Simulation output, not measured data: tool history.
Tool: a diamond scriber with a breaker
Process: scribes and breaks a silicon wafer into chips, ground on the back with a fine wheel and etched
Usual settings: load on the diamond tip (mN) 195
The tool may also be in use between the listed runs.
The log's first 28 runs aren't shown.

run,hour,load on the diamond tip (mN),"incoming depth of the damage left on the back of the incoming wafer, um",depth of the median crack under the scribed line (µm),chips rejected at inspection after the break (%)
29,373.6,195,0.32,9,1.58
30,384,223,0.47,10.01,1.48
31,401.5,195,0.51,8.65,1.7
32,410.1,237,0.32,10.62,2.9
33,418.9,195,0.75,8.75,1.44
34,427.2,195,0.4,8.9,1.57
35,442.8,241,0.47,10.69,3.21
36,454.3,177,0.35,7.92,4.21

Run 37 comes next. What will it give?
37,466,157,0.3,?,?

depth of the median crack under the scribed line (µm): 6.96
chips rejected at inspection after the break (%): 10.29
Without the tool's hidden state the same run would have given depth of the median crack under the scribed line (µm) 7.48, chips rejected at inspection after the break (%) 6.53.

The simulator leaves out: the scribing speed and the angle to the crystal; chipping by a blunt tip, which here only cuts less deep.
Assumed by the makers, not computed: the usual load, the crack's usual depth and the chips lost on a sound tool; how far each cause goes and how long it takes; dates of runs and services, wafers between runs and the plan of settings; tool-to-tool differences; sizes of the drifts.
